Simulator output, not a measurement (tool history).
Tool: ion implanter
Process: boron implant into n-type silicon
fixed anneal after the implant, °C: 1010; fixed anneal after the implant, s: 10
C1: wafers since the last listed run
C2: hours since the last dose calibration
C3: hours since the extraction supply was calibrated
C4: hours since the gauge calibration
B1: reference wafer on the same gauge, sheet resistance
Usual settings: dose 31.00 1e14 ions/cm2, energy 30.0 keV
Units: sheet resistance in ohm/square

{"run": 1, "hour": 0.0, "dose": 27.91, "energy": 30.0, "C1": 0, "C2": 2193.1, "C3": 4041.6, "C4": 267.5, "B1": 43.11, "sheet resistance": 53.57}
{"run": 2, "hour": 58.9, "dose": 27.91, "energy": 30.0, "C1": 853, "C2": 2252.0, "C3": 4100.5, "C4": 326.4, "B1": 43.08, "sheet resistance": 53.09}
{"run": 3, "hour": 94.6, "dose": 27.91, "energy": 30.0, "C1": 517, "C2": 2287.7, "C3": 4136.2, "C4": 362.1, "B1": 43.06, "sheet resistance": 53.24}
{"hour": 118.8, "done": "gauge calibrated"}
{"run": 4, "hour": 124.5, "dose": 31.0, "energy": 32.5, "C1": 433, "C2": 2317.6, "C3": 4166.1, "C4": 5.7, "B1": 43.08, "sheet resistance": 49.47}
{"run": 5, "hour": 159.2, "dose": 31.0, "energy": 32.5, "C1": 502, "C2": 2352.3, "C3": 4200.8, "C4": 40.4, "B1": 43.12, "sheet resistance": 49.77}
{"run": 6, "hour": 172.8, "dose": 31.0, "energy": 32.5, "C1": 197, "C2": 2365.9, "C3": 4214.4, "C4": 54.0, "B1": 43.02, "sheet resistance": 49.52}
{"run": 7, "hour": 201.6, "dose": 26.78, "energy": 30.0, "C1": 417, "C2": 2394.7, "C3": 4243.2, "C4": 82.8, "B1": 43.09, "sheet resistance": 54.49}
{"run": 8, "hour": 224.4, "dose": 39.32, "energy": 34.0, "C1": 330, "C2": 2417.5, "C3": 4266.0, "C4": 105.6, "B1": 43.11, "sheet resistance": 44.49}
{"run": 9, "hour": 255.3, "dose": 31.0, "energy": 30.0, "C1": 447, "C2": 2448.4, "C3": 4296.9, "C4": 136.5, "B1": 43.17, "sheet resistance": 50.85}
{"hour": 271.7, "done": "extraction supply calibrated"}
{"run": 10, "hour": 272.2, "dose": 22.87, "energy": 21.0, "C1": 128, "C2": 2465.3, "C3": 0.5, "C4": 153.4, "B1": 43.05, "sheet resistance": 65.15}
{"hour": 289.5, "done": "Faraday cup replaced and dose calibrated"}
{"run": 11, "hour": 321.0, "dose": 31.0, "energy": 24.0, "C1": 591, "C2": 31.5, "C3": 49.3, "C4": 202.2, "B1": 43.11, "sheet resistance": 54.85}
{"run": 12, "hour": 340.1, "dose": 26.29, "energy": 38.0, "C1": 276, "C2": 50.6, "C3": 68.4, "C4": 221.3, "B1": 43.11, "sheet resistance": 52.03}
{"run": 13, "hour": 370.3, "dose": 31.0, "energy": 32.5, "C1": 437, "C2": 80.8, "C3": 98.6, "C4": 251.5, "B1": 43.16, "sheet resistance": 49.66}
{"run": 14, "hour": 388.0, "dose": 24.23, "energy": 23.5, "C1": 256, "C2": 98.5, "C3": 116.3, "C4": 269.2, "B1": 43.12, "sheet resistance": 61.35}

Forecast each of these 5 alternatives for the next run:
{"run": "A", "hour": 388.4, "dose": 31.0, "energy": 30.0, "C1": 5, "C2": 98.9, "C3": 116.7, "C4": 269.6, "B1": "?", "sheet resistance": "?"}
{"run": "B", "hour": 388.4, "dose": 31.0, "energy": 39.0, "C1": 5, "C2": 98.9, "C3": 116.7, "C4": 269.6, "B1": "?", "sheet resistance": "?"}
{"run": "C", "hour": 388.4, "dose": 24.23, "energy": 23.0, "C1": 5, "C2": 98.9, "C3": 116.7, "C4": 269.6, "B1": "?", "sheet resistance": "?"}
{"run": "D", "hour": 388.4, "dose": 34.52, "energy": 26.0, "C1": 5, "C2": 98.9, "C3": 116.7, "C4": 269.6, "B1": "?", "sheet resistance": "?"}
{"run": "E", "hour": 388.4, "dose": 31.0, "energy": 22.5, "C1": 5, "C2": 98.9, "C3": 116.7, "C4": 269.6, "B1": "?", "sheet resistance": "?"}

run=A B1=43.09 sheet_resistance=50.97
run=B B1=43.09 sheet_resistance=47.28
run=C B1=43.09 sheet_resistance=61.76
run=D B1=43.09 sheet_resistance=51.69
run=E B1=43.09 sheet_resistance=56.74
Without the tool's hidden state the same runs would have given:
run=A sheet_resistance=50.97
run=B sheet_resistance=47.28
run=C sheet_resistance=61.76
run=D sheet_resistance=51.69
run=E sheet_resistance=56.74
